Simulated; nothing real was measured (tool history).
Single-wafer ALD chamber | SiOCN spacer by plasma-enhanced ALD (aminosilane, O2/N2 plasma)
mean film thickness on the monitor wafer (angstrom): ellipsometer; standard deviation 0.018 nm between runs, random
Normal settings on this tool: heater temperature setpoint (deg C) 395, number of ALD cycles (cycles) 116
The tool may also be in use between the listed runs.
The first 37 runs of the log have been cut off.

run     day  heater temperature setpoint (deg C)  number of ALD cycles (cycles)  read-back reference wafer on the same gauge, thickness_nm  mean film thickness on the monitor wafer (angstrom)
 38  77.217                                  380                            137                                                      8.148                                                83.38
 39  78.254                                  389                            130                                                      8.147                                                   79
 40  80.125                                  402                            127                                                      8.147                                                76.74
 41  82.562                                  381                            137                                                      8.143                                                83.37
 42  84.879                                  395                            116                                                       8.14                                                70.68
 43  87.496                                  410                            137                                                      8.137                                                80.89
 44  90.129                                  395                            116                                                      8.141                                                70.71
 45  93.029                                  381                            107                                                      8.139                                                65.18
 46  94.483                                  395                            106                                                       8.14                                                 64.2
 47  95.954                                  395                            116                                                      8.132                                                70.25

Consider 4 possible next runs. They are alternatives, not a sequence: every one starts from the tool as it was left by run 47. What does each give?
  A  95.979                                  395                            128                                                          ?                                                    ?
  B  95.979                                  383                            129                                                          ?                                                    ?
  C  95.979                                  399                            125                                                          ?                                                    ?
  D  95.979                                  400                             97                                                          ?                                                    ?

run  read-back reference wafer on the same gauge, thickness_nm  mean film thickness on the monitor wafer (angstrom)
  A                                                      8.135                                                77.71
  B                                                      8.135                                                78.32
  C                                                      8.135                                                75.89
  D                                                      8.135                                                58.85
With the hidden condition removed and each run's random variation left untouched, the same runs would have given:
run  mean film thickness on the monitor wafer (angstrom)
  A                                                78.43
  B                                                79.04
  C                                                76.59
  D                                                 59.4
